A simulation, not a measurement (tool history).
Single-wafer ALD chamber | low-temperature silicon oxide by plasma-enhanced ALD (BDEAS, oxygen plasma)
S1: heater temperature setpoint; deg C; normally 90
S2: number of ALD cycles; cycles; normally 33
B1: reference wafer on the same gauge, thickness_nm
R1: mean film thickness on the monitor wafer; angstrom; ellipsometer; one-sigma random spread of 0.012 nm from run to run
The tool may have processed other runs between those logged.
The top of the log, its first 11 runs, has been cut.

Run 12, hour 104.8: usual settings; B1 3.760. Result: R1 46.35 angstrom.
Run 13, hour 112.2: usual settings; B1 3.757. Result: R1 46.40 angstrom.
Run 14, hour 119.3: usual settings but S1 80 deg C, S2 29 cycles; B1 3.756. Result: R1 42.16 angstrom.
Run 15, hour 125.6: usual settings but S1 78 deg C, S2 37 cycles; B1 3.762. Result: R1 54.14 angstrom.
Run 16, hour 143.1: usual settings but S1 100 deg C, S2 27 cycles; B1 3.761. Result: R1 37.05 angstrom.
At hour 144.7: gauge calibrated.
Run 17, hour 159.7: usual settings but S2 29 cycles; B1 3.730. Result: R1 40.40 angstrom.
Run 18, hour 173.9: usual settings but S2 39 cycles; B1 3.731. Result: R1 54.58 angstrom.
Run 19, hour 188.3: usual settings but S1 99 deg C, S2 37 cycles; B1 3.732. Result: R1 50.26 angstrom.
Run 20, hour 199.8: usual settings; B1 3.732. Result: R1 46.05 angstrom.
At hour 216.7: thermocouple changed; heater temperature recalibrated.
Run 21, hour 217.2: usual settings but S2 35 cycles; B1 3.732. Result: R1 48.89 angstrom.
Run 22, hour 219.9: usual settings but S2 27 cycles; B1 3.733. Result: R1 37.84 angstrom.
Run 23, hour 233.6: usual settings but S1 102 deg C, S2 37 cycles; B1 3.738. Result: R1 49.99 angstrom.
Run 24, hour 249.7: usual settings but S1 103 deg C, S2 29 cycles; B1 3.739. Result: R1 39.08 angstrom.
Run 25, hour 262.9: usual settings but S1 82 deg C; B1 3.740. Result: R1 47.43 angstrom.
Run 26, hour 276.8: usual settings but S1 100 deg C, S2 31 cycles; B1 3.743. Result: R1 42.01 angstrom.
Run 27, hour 309.8: usual settings but S1 80 deg C, S2 27 cycles; B1 3.745. Result: R1 39.13 angstrom.
Run 28, hour 326.7: usual settings; B1 3.753. Result: R1 46.25 angstrom.
Run 29, hour 341.2: usual settings; B1 3.753. Result: R1 46.46 angstrom.
Run 30, hour 350.7: usual settings but S1 101 deg C, S2 39 cycles; B1 3.754. Result: R1 53.19 angstrom.
Run 31, hour 361.1: usual settings but S1 103 deg C, S2 29 cycles; B1 3.760. Result: R1 39.25 angstrom.

Branching from run 31: 5 alternative next runs. What would each branch give?
Run A, hour 361.6: usual settings but S2 28 cycles; B1 ?. Result: R1 ?.
Run B, hour 361.6: usual settings but S1 78 deg C, S2 36 cycles; B1 ?. Result: R1 ?.
Run C, hour 361.6: usual settings but S1 77 deg C; B1 ?. Result: R1 ?.
Run D, hour 361.6: usual settings but S1 102 deg C; B1 ?. Result: R1 ?.
Run E, hour 361.6: usual settings but S1 82 deg C, S2 30 cycles; B1 ?. Result: R1 ?.

run     B1     R1
  A  3.752  39.63
  B  3.752  52.95
  C  3.752  48.69
  D  3.752  44.98
  E  3.752  43.57
Without the tool's hidden state the same runs would have given:
run     R1
  A  39.27
  B  52.47
  C  48.25
  D  44.57
  E  43.17
